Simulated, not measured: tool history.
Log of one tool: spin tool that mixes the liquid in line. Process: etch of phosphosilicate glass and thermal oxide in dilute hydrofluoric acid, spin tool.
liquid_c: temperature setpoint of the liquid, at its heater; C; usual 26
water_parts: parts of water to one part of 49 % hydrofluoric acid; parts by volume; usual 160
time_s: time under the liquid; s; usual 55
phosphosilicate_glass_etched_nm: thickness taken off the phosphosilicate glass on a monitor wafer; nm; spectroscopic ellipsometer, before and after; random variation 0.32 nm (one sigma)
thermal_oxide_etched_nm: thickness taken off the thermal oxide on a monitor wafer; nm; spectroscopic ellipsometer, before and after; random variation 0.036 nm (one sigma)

run,hour,liquid_c,water_parts,time_s,wafers since the last listed run,hours since the thermometer was replaced,hours since the hydrofluoric acid flow meter was replaced,hours since the gauge calibration,"read-back film thickness of the phosphosilicate glass reference wafer, read on the same gauge (nm)","read-back film thickness of the thermal oxide reference wafer, read on the same gauge (nm)",phosphosilicate_glass_etched_nm,thermal_oxide_etched_nm
1,0,26,160,40,0,1109.6,916,895.7,130,80.006,36.63,1.314
2,12.6,26,160,55,185,1122.2,928.6,908.3,129.99,79.971,50.46,1.851
3,24.9,26,160,55,180,1134.5,940.9,920.6,130.02,79.992,50.66,1.832
4,40.7,26,160,55,231,1150.3,956.7,936.4,129.99,79.984,50.67,1.859
5,58,26,160,55,254,1167.6,974,953.7,130.01,79.983,50.74,1.826
6,152.6,26,160,45,1389,1262.2,1068.6,1048.3,130,79.982,41.64,1.472
7,175.6,26,160,45,337,1285.2,1091.6,1071.3,130.01,79.963,41.86,1.535
8,187.7,26,160,55,177,1297.3,1103.7,1083.4,130.02,80.03,50.91,1.75
9,211.4,26,160,55,347,1321,1127.4,1107.1,130,80.006,50.94,1.814
# hour 224.2: hydrofluoric acid flow meter replaced
10,231.7,26,160,55,283,1341.3,7.5,1127.4,130.01,79.972,48.68,1.737
11,247.7,28.5,160,75,234,1357.3,23.5,1143.4,130,80.001,72.3,2.503
12,266.5,26,235,35,276,1376.1,42.3,1162.2,129.99,79.983,19.28,0.68
# hour 280.2: gauge calibrated
13,281.3,26,160,55,217,1390.9,57.1,1.1,130.01,80.002,48.67,1.697
14,361.1,26,160,25,1171,1470.7,136.9,80.9,130.01,80.018,22.29,0.8
15,394.6,22,225,55,491,1504.2,170.4,114.4,130.01,79.976,27.89,0.983
# hour 411.1: thermometer replaced
16,412.6,29,115,55,249,1.5,188.4,132.4,129.99,80.01,80.59,2.862
17,443.8,22.5,135,25,458,32.7,219.6,163.6,130.01,79.999,24.06,0.86
18,459.3,26,95,25,227,48.2,235.1,179.1,130.02,80.022,41.31,1.412
19,472.3,30,115,55,190,61.2,248.1,192.1,130,80,82.87,2.997
20,504,28.5,160,75,465,92.9,279.8,223.8,129.96,79.961,74.5,2.62

Run 21 comes next. What will it give?
21,566.6,28,225,55,919,155.5,342.4,286.4,?,?,?,?

read-back film thickness of the phosphosilicate glass reference wafer, read on the same gauge (nm): 130.01
read-back film thickness of the thermal oxide reference wafer, read on the same gauge (nm): 79.977
phosphosilicate_glass_etched_nm: 34.7 nm
thermal_oxide_etched_nm: 1.282 nm
Without the tool's hidden state the same run would have given phosphosilicate_glass_etched_nm 34.04 nm, thermal_oxide_etched_nm 1.257 nm.
